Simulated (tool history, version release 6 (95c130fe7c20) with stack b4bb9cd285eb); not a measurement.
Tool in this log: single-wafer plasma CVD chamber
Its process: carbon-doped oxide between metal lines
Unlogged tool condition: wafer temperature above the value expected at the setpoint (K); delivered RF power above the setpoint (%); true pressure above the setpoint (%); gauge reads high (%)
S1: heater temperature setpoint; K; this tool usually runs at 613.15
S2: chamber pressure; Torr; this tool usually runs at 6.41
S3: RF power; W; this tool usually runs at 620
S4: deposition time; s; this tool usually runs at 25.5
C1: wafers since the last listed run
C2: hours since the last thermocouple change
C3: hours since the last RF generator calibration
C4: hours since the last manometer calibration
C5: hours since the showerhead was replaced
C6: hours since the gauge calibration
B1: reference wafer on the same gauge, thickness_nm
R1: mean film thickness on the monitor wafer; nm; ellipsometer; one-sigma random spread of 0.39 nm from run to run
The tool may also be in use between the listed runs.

Run 1, hour 0.0: usual settings; C1 0; C2 747.1; C3 1006.5; C4 715.0; C5 2716.3; C6 460.4; B1 182.034. Result: R1 170.517 nm.
Run 2, hour 73.7: usual settings; C1 2410; C2 820.8; C3 1080.2; C4 788.7; C5 2790.0; C6 534.1; B1 181.978. Result: R1 170.663 nm.
Run 3, hour 148.9: usual settings but S3 540 W; C1 2459; C2 896.0; C3 1155.4; C4 863.9; C5 2865.2; C6 609.3; B1 181.972. Result: R1 159.409 nm.
Run 4, hour 215.2: usual settings but S3 540 W; C1 2168; C2 962.3; C3 1221.7; C4 930.2; C5 2931.5; C6 675.6; B1 182.019. Result: R1 160.467 nm.
Run 5, hour 282.3: usual settings but S1 608.15 K; C1 2194; C2 1029.4; C3 1288.8; C4 997.3; C5 2998.6; C6 742.7; B1 182.093. Result: R1 172.096 nm.
Run 6, hour 345.6: usual settings; C1 2070; C2 1092.7; C3 1352.1; C4 1060.6; C5 3061.9; C6 806.0; B1 181.947. Result: R1 170.783 nm.
Run 7, hour 421.4: usual settings; C1 2479; C2 1168.5; C3 1427.9; C4 1136.4; C5 3137.7; C6 881.8; B1 182.092. Result: R1 170.604 nm.
Run 8, hour 494.9: usual settings but S1 619.15 K, S2 7.53 Torr; C1 2404; C2 1242.0; C3 1501.4; C4 1209.9; C5 3211.2; C6 955.3; B1 182.042. Result: R1 169.042 nm.
Run 9, hour 534.4: usual settings but S1 619.15 K, S2 7.53 Torr; C1 1292; C2 1281.5; C3 1540.9; C4 1249.4; C5 3250.7; C6 994.8; B1 182.046. Result: R1 168.622 nm.
At hour 534.6: gauge calibrated.
Run 10, hour 581.5: usual settings but S4 24.0 s; C1 1540; C2 1328.6; C3 1588.0; C4 1296.5; C5 3297.8; C6 46.9; B1 182.007. Result: R1 159.994 nm.
At hour 601.1: showerhead replaced.
Run 11, hour 652.3: usual settings but S4 24.0 s; C1 2054; C2 1399.4; C3 1658.8; C4 1367.3; C5 51.2; C6 117.7; B1 181.990. Result: R1 159.736 nm.
At hour 671.1: capacitance manometer re-zeroed and calibrated.
Run 12, hour 716.9: usual settings but S4 22.2 s; C1 1851; C2 1464.0; C3 1723.4; C4 45.8; C5 115.8; C6 182.3; B1 181.969. Result: R1 146.746 nm.
Run 13, hour 771.8: usual settings but S3 520 W; C1 1795; C2 1518.9; C3 1778.3; C4 100.7; C5 170.7; C6 237.2; B1 181.918. Result: R1 156.424 nm.
Run 14, hour 840.5: usual settings but S1 623.15 K, S2 4.87 Torr, S3 535 W, S4 24.1 s; C1 2247; C2 1587.6; C3 1847.0; C4 169.4; C5 239.4; C6 305.9; B1 182.005. Result: R1 141.191 nm.
Run 15, hour 942.4: usual settings; C1 3333; C2 1689.5; C3 1948.9; C4 271.3; C5 341.3; C6 407.8; B1 181.944. Result: R1 168.740 nm.
Run 16, hour 1024.9: usual settings; C1 2698; C2 1772.0; C3 2031.4; C4 353.8; C5 423.8; C6 490.3; B1 182.015. Result: R1 167.991 nm.
Run 17, hour 1105.6: usual settings but S3 530 W, S4 21.0 s; C1 2639; C2 1852.7; C3 2112.1; C4 434.5; C5 504.5; C6 571.0; B1 182.013. Result: R1 129.528 nm.
At hour 1114.1: RF generator calibrated.
At hour 1171.1: thermocouple changed; heater temperature recalibrated.
Run 18, hour 1200.8: usual settings but S2 5.55 Torr; C1 2590; C2 29.7; C3 86.7; C4 529.7; C5 599.7; C6 666.2; B1 182.003. Result: R1 168.224 nm.
Run 19, hour 1287.8: usual settings but S2 5.74 Torr, S3 540 W; C1 2845; C2 116.7; C3 173.7; C4 616.7; C5 686.7; C6 753.2; B1 181.987. Result: R1 158.644 nm.
Run 20, hour 1335.5: usual settings but S4 30.0 s; C1 1560; C2 164.4; C3 221.4; C4 664.4; C5 734.4; C6 800.9; B1 181.972. Result: R1 200.573 nm.
Run 21, hour 1425.1: usual settings but S1 599.15 K, S2 7.49 Torr, S3 675 W, S4 28.7 s; C1 2930; C2 254.0; C3 311.0; C4 754.0; C5 824.0; C6 890.5; B1 181.969. Result: R1 209.480 nm.
Run 22, hour 1507.7: usual settings but S2 7.68 Torr; C1 2701; C2 336.6; C3 393.6; C4 836.6; C5 906.6; C6 973.1; B1 181.960. Result: R1 172.425 nm.

Predict each of these 5 candidate next runs independently; none follows another, all start after run 22:
Run A, hour 1508.1: usual settings but S1 618.15 K; C1 13; C2 337.0; C3 394.0; C4 837.0; C5 907.0; C6 973.5; B1 ?. Result: R1 ?.
Run B, hour 1508.1: usual settings but S1 619.15 K, S2 7.98 Torr, S3 730 W; C1 13; C2 337.0; C3 394.0; C4 837.0; C5 907.0; C6 973.5; B1 ?. Result: R1 ?.
Run C, hour 1508.1: usual settings but S1 621.15 K, S2 6.88 Torr, S4 29.4 s; C1 13; C2 337.0; C3 394.0; C4 837.0; C5 907.0; C6 973.5; B1 ?. Result: R1 ?.
Run D, hour 1508.1: usual settings but S2 5.39 Torr; C1 13; C2 337.0; C3 394.0; C4 837.0; C5 907.0; C6 973.5; B1 ?. Result: R1 ?.
Run E, hour 1508.1: usual settings but S1 622.15 K, S3 665 W, S4 23.0 s; C1 13; C2 337.0; C3 394.0; C4 837.0; C5 907.0; C6 973.5; B1 ?. Result: R1 ?.

run       B1       R1
  A  182.050  167.986
  B  182.050  183.230
  C  182.050  192.677
  D  182.050  167.236
  E  182.050  155.142
With no hidden state in the tool, these same runs would have given:
run       R1
  A  168.658
  B  183.947
  C  193.447
  D  167.905
  E  155.751
